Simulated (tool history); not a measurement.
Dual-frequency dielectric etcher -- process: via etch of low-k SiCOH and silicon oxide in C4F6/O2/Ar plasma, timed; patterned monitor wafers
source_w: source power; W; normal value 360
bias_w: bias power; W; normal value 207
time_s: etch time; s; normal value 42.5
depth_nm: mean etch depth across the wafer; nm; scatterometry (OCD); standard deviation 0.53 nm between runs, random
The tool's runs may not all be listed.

run    hour  source_w  bias_w  time_s  wafers since the last listed run  hours since the last wet clean  hours since the last source power generator calibration  hours since the last bias power generator calibration  hours since the last upper electrode change  hours since the gauge calibration  read-back reference wafer on the same gauge, depth_nm  depth_nm
  1       0       360     207    42.5                                 0                           625.1                                                   1415.9                                                 2646.6                                       5020.4                             1691.5                                                    109     105.3
      128.3  -- upper electrode replaced
        129  -- wet clean of the chamber
  2   154.9       360     207    42.5                              1104                            25.9                                                   1570.8                                                 2801.5                                         26.6                             1846.4                                                  108.9     107.4
  3   254.8       360     207    42.5                               848                           125.8                                                   1670.7                                                 2901.4                                        126.5                             1946.3                                                    109     106.9
  4   359.4       360     207    42.5                               888                           230.4                                                   1775.3                                                   3006                                        231.1                             2050.9                                                  108.8     106.4
  5     465       360     207      36                               896                             336                                                   1880.9                                                 3111.6                                        336.7                             2156.5                                                  108.9      89.2
        496  -- bias power generator calibrated
  6     559       360     207      36                               764                             430                                                   1974.9                                                     63                                        430.7                             2250.5                                                    109      89.8
  7   599.5       360     207      36                               343                           470.5                                                   2015.4                                                  103.5                                        471.2                               2291                                                    109      89.3
  8   674.3       360     234    42.5                               635                           545.3                                                   2090.2                                                  178.3                                          546                             2365.8                                                  109.1     108.2
      739.7  -- wet clean of the chamber
  9   740.2       360     207    42.5                               355                             0.5                                                   2156.1                                                  244.2                                        611.9                             2431.7                                                    109     106.6
 10   840.2       360     207    52.5                               849                           100.5                                                   2256.1                                                  344.2                                        711.9                             2531.7                                                  109.1     131.9
 11   938.5       330     207      55                               834                           198.8                                                   2354.4                                                  442.5                                        810.2                               2630                                                    109     131.7
       1030  -- gauge calibrated
 12  1046.1       360     182    42.5                               913                           306.4                                                     2462                                                  550.1                                        917.8                               16.1                                                    109     102.4
 13  1102.4       360     207    42.5                               478                           362.7                                                   2518.3                                                  606.4                                        974.1                               72.4                                                  109.1     105.5
 14  1145.2       360     174      47                               363                           405.5                                                   2561.1                                                  649.2                                       1016.9                              115.2                                                    109     112.7
     1168.2  -- source power generator calibrated
 15  1239.9       270     207    42.5                               770                           500.2                                                     71.7                                                  743.9                                       1111.6                              209.9                                                    109      91.9
 16  1312.1       330     207    42.5                               613                           572.4                                                    143.9                                                  816.1                                       1183.8                              282.1                                                  108.9     100.5
 17  1361.5       360     207    42.5                               419                           621.8                                                    193.3                                                  865.5                                       1233.2                              331.5                                                    109     104.2
     1420.4  -- wet clean of the chamber
 18  1463.2       390     207    52.5                               659                            42.8                                                      295                                                  967.2                                       1334.9                              433.2                                                  109.1     137.3
 19  1562.8       310     185    42.5                               845                           142.4                                                    394.6                                                 1066.8                                       1434.5                              532.8                                                  108.9      97.4
 20    1610       270     169    33.5                               400                           189.6                                                    441.8                                                   1114                                       1481.7                                580                                                  108.9      69.9
 21  1699.4       360     183    31.5                               759                             279                                                    531.2                                                 1203.4                                       1571.1                              669.4                                                    109      76.8
 22  1775.2       410     243      49                               643                           354.8                                                      607                                                 1279.2                                       1646.9                              745.2                                                    109     135.9
 23  1831.7       410     171      50                               479                           411.3                                                    663.5                                                 1335.7                                       1703.4                              801.7                                                    109     127.4
 24  1869.7       360     207    42.5                               322                           449.3                                                    701.5                                                 1373.7                                       1741.4                              839.7                                                  108.9     105.8
 25  2040.7       360     207    42.5                              1451                           620.3                                                    872.5                                                 1544.7                                       1912.4                             1010.7                                                    109     105.1
 26  2106.7       330     207      55                               560                           686.3                                                    938.5                                                 1610.7                                       1978.4                             1076.7                                                    109     130.3
     2141.7  -- wet clean of the chamber
 27  2191.9       440     207    52.5                               519                            50.2                                                   1023.7                                                 1695.9                                       2063.6                             1161.9                                                    109     144.5
 28  2285.9       360     207    42.5                               798                           144.2                                                   1117.7                                                 1789.9                                       2157.6                             1255.9                                                  109.1     106.5
 29  2392.7       360     207    42.5                               906                             251                                                   1224.5                                                 1896.7                                       2264.4                             1362.7                                                  108.9     106.5

Here are 4 independent what-if runs from the current tool condition. What would each one return?
  A  2393.1       360     207    42.5                                 3                           251.4                                                   1224.9                                                 1897.1                                       2264.8                             1363.1                                                      ?         ?
  B  2393.1       420     207    42.5                                 3                           251.4                                                   1224.9                                                 1897.1                                       2264.8                             1363.1                                                      ?         ?
  C  2393.1       390     207      37                                 3                           251.4                                                   1224.9                                                 1897.1                                       2264.8                             1363.1                                                      ?         ?
  D  2393.1       270     175    42.5                                 3                           251.4                                                   1224.9                                                 1897.1                                       2264.8                             1363.1                                                      ?         ?

run  read-back reference wafer on the same gauge, depth_nm  depth_nm
  A                                                    109     105.7
  B                                                    109     113.4
  C                                                    109      95.5
  D                                                    109      88.8
Stripped of hidden state, with their random variation kept, the same runs would have yielded:
run  depth_nm
  A     106.6
  B     114.4
  C      96.3
  D      89.6
